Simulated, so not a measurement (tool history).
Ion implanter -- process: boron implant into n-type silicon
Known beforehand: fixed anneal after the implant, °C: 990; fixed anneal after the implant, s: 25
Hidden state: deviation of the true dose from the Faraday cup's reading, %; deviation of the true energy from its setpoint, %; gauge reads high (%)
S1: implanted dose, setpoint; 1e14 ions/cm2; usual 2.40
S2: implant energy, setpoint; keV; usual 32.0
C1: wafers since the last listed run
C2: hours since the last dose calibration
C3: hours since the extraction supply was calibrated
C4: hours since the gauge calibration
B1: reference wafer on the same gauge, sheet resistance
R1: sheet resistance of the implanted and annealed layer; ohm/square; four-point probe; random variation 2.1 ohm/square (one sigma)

| run | hour | S1 | S2 | C1 | C2 | C3 | C4 | B1 | R1 |
|---|---|---|---|---|---|---|---|---|---|
| 1 | 0.0 | 2.68 | 32.0 | 0 | 423.2 | 4797.6 | 655.4 | 398.70 | 356.31 |
| 2 | 67.1 | 2.68 | 32.0 | 907 | 490.3 | 4864.7 | 722.5 | 399.77 | 359.35 |
| 3 | 134.3 | 2.40 | 32.0 | 909 | 557.5 | 4931.9 | 789.7 | 399.20 | 385.73 |
| 4 | 161.8 | 2.67 | 32.0 | 372 | 585.0 | 4959.4 | 817.2 | 398.68 | 360.34 |
| 5 | 231.5 | 2.67 | 32.0 | 942 | 654.7 | 5029.1 | 886.9 | 398.87 | 360.71 |
| 6 | 256.9 | 2.96 | 24.0 | 343 | 680.1 | 5054.5 | 912.3 | 398.91 | 346.39 |
| 7 | 321.5 | 2.96 | 24.0 | 873 | 744.7 | 5119.1 | 976.9 | 398.47 | 343.85 |
|  | 332.2 | gauge calibrated |
| 8 | 374.9 | 2.94 | 34.5 | 722 | 798.1 | 5172.5 | 42.7 | 399.40 | 331.33 |
| 9 | 417.8 | 2.94 | 34.5 | 580 | 841.0 | 5215.4 | 85.6 | 398.36 | 334.01 |
| 10 | 454.8 | 1.84 | 36.0 | 500 | 878.0 | 5252.4 | 122.6 | 398.65 | 469.55 |
| 11 | 506.2 | 2.96 | 24.0 | 695 | 929.4 | 5303.8 | 174.0 | 398.27 | 347.28 |
| 12 | 567.6 | 2.40 | 32.0 | 830 | 990.8 | 5365.2 | 235.4 | 399.10 | 395.35 |
|  | 610.4 | Faraday cup replaced and dose calibrated |
| 13 | 638.4 | 2.96 | 24.0 | 849 | 28.0 | 5436.0 | 306.2 | 398.50 | 337.16 |
|  | 648.8 | extraction supply calibrated |
| 14 | 682.9 | 1.98 | 42.5 | 493 | 72.5 | 34.1 | 350.7 | 399.59 | 421.11 |
| 15 | 747.7 | 2.96 | 24.0 | 876 | 137.3 | 98.9 | 415.5 | 398.98 | 333.38 |
| 16 | 775.2 | 2.89 | 32.0 | 372 | 164.8 | 126.4 | 443.0 | 398.74 | 335.40 |
| 17 | 803.1 | 2.96 | 37.0 | 377 | 192.7 | 154.3 | 470.9 | 398.00 | 325.32 |
| 18 | 834.6 | 2.03 | 24.5 | 426 | 224.2 | 185.8 | 502.4 | 398.96 | 449.65 |
| 19 | 882.6 | 1.72 | 26.0 | 649 | 272.2 | 233.8 | 550.4 | 399.27 | 508.46 |
| 20 | 912.3 | 2.40 | 27.5 | 401 | 301.9 | 263.5 | 580.1 | 398.68 | 391.18 |
| 21 | 958.9 | 1.98 | 23.5 | 630 | 348.5 | 310.1 | 626.7 | 398.45 | 463.92 |

3 options for the next run, each taken on its own from the tool as it stands now. Forecast them:
| A | 959.3 | 2.40 | 35.5 | 5 | 348.9 | 310.5 | 627.1 | ? | ? |
| B | 959.3 | 1.92 | 32.0 | 5 | 348.9 | 310.5 | 627.1 | ? | ? |
| C | 959.3 | 2.67 | 26.5 | 5 | 348.9 | 310.5 | 627.1 | ? | ? |

| run | B1 | R1 |
|---|---|---|
| A | 398.12 | 379.64 |
| B | 398.12 | 453.24 |
| C | 398.12 | 362.22 |
The same runs, with their run-to-run variation unchanged, on a tool lacking any hidden condition would have given:
| run | R1 |
|---|---|
| A | 375.08 |
| B | 447.82 |
| C | 357.68 |
